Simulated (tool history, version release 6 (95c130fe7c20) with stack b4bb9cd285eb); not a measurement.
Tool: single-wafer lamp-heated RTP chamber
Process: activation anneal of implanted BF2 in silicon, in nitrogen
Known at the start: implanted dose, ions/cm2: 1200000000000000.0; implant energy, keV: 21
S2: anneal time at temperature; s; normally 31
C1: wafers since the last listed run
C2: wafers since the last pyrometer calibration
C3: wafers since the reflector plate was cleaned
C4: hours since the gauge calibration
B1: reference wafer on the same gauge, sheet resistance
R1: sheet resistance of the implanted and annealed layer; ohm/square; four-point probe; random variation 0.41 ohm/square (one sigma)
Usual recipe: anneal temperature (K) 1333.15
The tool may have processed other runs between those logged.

{"run": 1, "hour": 0.0, "anneal temperature (K)": 1333.15, "S2": 31, "C1": 0, "C2": 10116, "C3": 12394, "C4": 1228.4, "B1": 145.97, "R1": 118.77}
{"hour": 64.5, "done": "pyrometer window cleaned and pyrometer calibrated"}
{"run": 2, "hour": 65.8, "anneal temperature (K)": 1333.15, "S2": 31, "C1": 978, "C2": 22, "C3": 13372, "C4": 1294.2, "B1": 146.05, "R1": 121.92}
{"hour": 91.2, "done": "reflector plate cleaned"}
{"run": 3, "hour": 197.3, "anneal temperature (K)": 1333.15, "S2": 31, "C1": 2089, "C2": 2111, "C3": 1794, "C4": 1425.7, "B1": 145.95, "R1": 122.68}
{"run": 4, "hour": 237.0, "anneal temperature (K)": 1333.15, "S2": 31, "C1": 671, "C2": 2783, "C3": 2466, "C4": 1465.4, "B1": 146.02, "R1": 122.35}
{"run": 5, "hour": 299.1, "anneal temperature (K)": 1333.15, "S2": 31, "C1": 1050, "C2": 3834, "C3": 3517, "C4": 1527.5, "B1": 145.88, "R1": 121.91}
{"run": 6, "hour": 392.7, "anneal temperature (K)": 1333.15, "S2": 38, "C1": 1583, "C2": 5418, "C3": 5100, "C4": 1621.1, "B1": 145.95, "R1": 118.36}
{"run": 7, "hour": 486.9, "anneal temperature (K)": 1333.15, "S2": 38, "C1": 1593, "C2": 7012, "C3": 6694, "C4": 1715.3, "B1": 146, "R1": 117.08}
{"run": 8, "hour": 565.1, "anneal temperature (K)": 1333.15, "S2": 38, "C1": 1323, "C2": 8335, "C3": 8017, "C4": 1793.5, "B1": 145.97, "R1": 117.55}
{"run": 9, "hour": 621.4, "anneal temperature (K)": 1346.15, "S2": 31, "C1": 952, "C2": 9287, "C3": 8970, "C4": 1849.8, "B1": 145.95, "R1": 112.77}
{"run": 10, "hour": 690.9, "anneal temperature (K)": 1346.15, "S2": 31, "C1": 1175, "C2": 10463, "C3": 10146, "C4": 1919.3, "B1": 145.95, "R1": 112.66}
{"run": 11, "hour": 776.0, "anneal temperature (K)": 1333.15, "S2": 31, "C1": 1439, "C2": 11903, "C3": 11586, "C4": 2004.4, "B1": 145.99, "R1": 119.42}
{"run": 12, "hour": 821.2, "anneal temperature (K)": 1333.15, "S2": 31, "C1": 764, "C2": 12668, "C3": 12351, "C4": 2049.6, "B1": 145.97, "R1": 118.99}
{"hour": 890.1, "done": "pyrometer window cleaned and pyrometer calibrated"}
{"run": 13, "hour": 908.6, "anneal temperature (K)": 1323.15, "S2": 42, "C1": 1343, "C2": 313, "C3": 13694, "C4": 2137, "B1": 146.02, "R1": 121.68}
{"hour": 936.1, "done": "reflector plate cleaned"}
{"run": 14, "hour": 1004.8, "anneal temperature (K)": 1344.15, "S2": 40, "C1": 1492, "C2": 1805, "C3": 1162, "C4": 2233.2, "B1": 145.81, "R1": 112.67}
{"run": 15, "hour": 1044.9, "anneal temperature (K)": 1313.15, "S2": 14, "C1": 678, "C2": 2484, "C3": 1840, "C4": 2273.3, "B1": 146.09, "R1": 151.51}
{"run": 16, "hour": 1105.4, "anneal temperature (K)": 1355.15, "S2": 43, "C1": 1023, "C2": 3508, "C3": 2864, "C4": 2333.8, "B1": 145.95, "R1": 108.13}
{"run": 17, "hour": 1188.6, "anneal temperature (K)": 1312.15, "S2": 20, "C1": 1407, "C2": 4915, "C3": 4272, "C4": 2417, "B1": 146.02, "R1": 143.24}
{"run": 18, "hour": 1226.5, "anneal temperature (K)": 1333.15, "S2": 31, "C1": 641, "C2": 5557, "C3": 4913, "C4": 2454.9, "B1": 145.94, "R1": 120.81}
{"run": 19, "hour": 1329.3, "anneal temperature (K)": 1345.15, "S2": 31, "C1": 1739, "C2": 7296, "C3": 6653, "C4": 2557.7, "B1": 145.93, "R1": 113.72}
{"run": 20, "hour": 1395.1, "anneal temperature (K)": 1355.15, "S2": 17, "C1": 1113, "C2": 8409, "C3": 7766, "C4": 2623.5, "B1": 146.16, "R1": 118.19}
{"run": 21, "hour": 1452.9, "anneal temperature (K)": 1311.15, "S2": 40, "C1": 978, "C2": 9387, "C3": 8744, "C4": 2681.3, "B1": 145.97, "R1": 128.68}
{"hour": 1576.1, "done": "pyrometer window cleaned and pyrometer calibrated"}
{"hour": 1627.0, "done": "reflector plate cleaned"}
{"run": 22, "hour": 1698.0, "anneal temperature (K)": 1333.15, "S2": 31, "C1": 3876, "C2": 1927, "C3": 1202, "C4": 2926.4, "B1": 146, "R1": 122.61}
{"run": 23, "hour": 1776.0, "anneal temperature (K)": 1361.15, "S2": 31, "C1": 1319, "C2": 3247, "C3": 2521, "C4": 3004.4, "B1": 145.98, "R1": 108.12}
{"run": 24, "hour": 1853.5, "anneal temperature (K)": 1343.15, "S2": 37, "C1": 1311, "C2": 4558, "C3": 3833, "C4": 3081.9, "B1": 146.06, "R1": 111.85}
{"hour": 1874.8, "done": "gauge calibrated"}
{"run": 25, "hour": 1905.4, "anneal temperature (K)": 1319.15, "S2": 21, "C1": 878, "C2": 5436, "C3": 4711, "C4": 30.6, "B1": 145.89, "R1": 137.39}
{"run": 26, "hour": 1959.1, "anneal temperature (K)": 1333.15, "S2": 44, "C1": 908, "C2": 6345, "C3": 5620, "C4": 84.3, "B1": 146, "R1": 114.93}
{"run": 27, "hour": 2046.0, "anneal temperature (K)": 1358.15, "S2": 46, "C1": 1470, "C2": 7816, "C3": 7090, "C4": 171.2, "B1": 145.99, "R1": 105.82}
{"run": 28, "hour": 2114.1, "anneal temperature (K)": 1359.15, "S2": 44, "C1": 1152, "C2": 8968, "C3": 8242, "C4": 239.3, "B1": 146.02, "R1": 105.4}
{"hour": 2309.0, "done": "reflector plate cleaned"}
{"hour": 2414.0, "done": "pyrometer window cleaned and pyrometer calibrated"}
{"run": 29, "hour": 2434.7, "anneal temperature (K)": 1333.15, "S2": 31, "C1": 5154, "C2": 349, "C3": 1990, "C4": 559.9, "B1": 146.08, "R1": 123.37}
{"run": 30, "hour": 2487.4, "anneal temperature (K)": 1344.15, "S2": 22, "C1": 891, "C2": 1241, "C3": 2882, "C4": 612.6, "B1": 146.02, "R1": 120.98}
{"run": 31, "hour": 2540.7, "anneal temperature (K)": 1333.15, "S2": 31, "C1": 901, "C2": 2143, "C3": 3784, "C4": 665.9, "B1": 146.01, "R1": 121.61}
{"run": 32, "hour": 2577.0, "anneal temperature (K)": 1333.15, "S2": 31, "C1": 614, "C2": 2757, "C3": 4398, "C4": 702.2, "B1": 145.99, "R1": 121.84}
{"run": 33, "hour": 2670.0, "anneal temperature (K)": 1333.15, "S2": 31, "C1": 1573, "C2": 4330, "C3": 5972, "C4": 795.2, "B1": 145.95, "R1": 121.55}
{"run": 34, "hour": 2764.6, "anneal temperature (K)": 1355.15, "S2": 38, "C1": 1600, "C2": 5931, "C3": 7573, "C4": 889.8, "B1": 146.09, "R1": 107.34}
{"run": 35, "hour": 2836.7, "anneal temperature (K)": 1317.15, "S2": 48, "C1": 1219, "C2": 7151, "C3": 8793, "C4": 961.9, "B1": 145.88, "R1": 121.92}

State the hidden condition of the tool at each of the runs:
gauge reads high (%): 0, the same for each run
H1: true wafer temperature minus pyrometer reading, K
H2: wafer temperature error from the tarnished reflector plate, K
run=1 H1=3.6 H2=3.34
run=2 H1=0.181 H2=3.63
run=3 H1=0.853 H2=0.513
run=4 H1=1.06 H2=0.687
run=5 H1=1.37 H2=0.96
run=6 H1=1.85 H2=1.37
run=7 H1=2.33 H2=1.78
run=8 H1=2.73 H2=2.13
run=9 H1=3.02 H2=2.37
run=10 H1=3.38 H2=2.68
run=11 H1=3.81 H2=3.05
run=12 H1=4.04 H2=3.25
run=13 H1=0.386 H2=3.63
run=14 H1=0.878 H2=0.51
run=15 H1=1.08 H2=0.686
run=16 H1=1.39 H2=0.951
run=17 H1=1.82 H2=1.32
run=18 H1=2.01 H2=1.48
run=19 H1=2.54 H2=1.93
run=20 H1=2.87 H2=2.22
run=21 H1=3.17 H2=2.47
run=22 H1=1.8 H2=0.764
run=23 H1=2.2 H2=1.11
run=24 H1=2.6 H2=1.45
run=25 H1=2.87 H2=1.67
run=26 H1=3.14 H2=1.91
run=27 H1=3.58 H2=2.29
run=28 H1=3.93 H2=2.59
run=29 H1=0.231 H2=0.769
run=30 H1=0.5 H2=1
run=31 H1=0.773 H2=1.23
run=32 H1=0.959 H2=1.39
run=33 H1=1.43 H2=1.8
run=34 H1=1.92 H2=2.22
run=35 H1=2.29 H2=2.53

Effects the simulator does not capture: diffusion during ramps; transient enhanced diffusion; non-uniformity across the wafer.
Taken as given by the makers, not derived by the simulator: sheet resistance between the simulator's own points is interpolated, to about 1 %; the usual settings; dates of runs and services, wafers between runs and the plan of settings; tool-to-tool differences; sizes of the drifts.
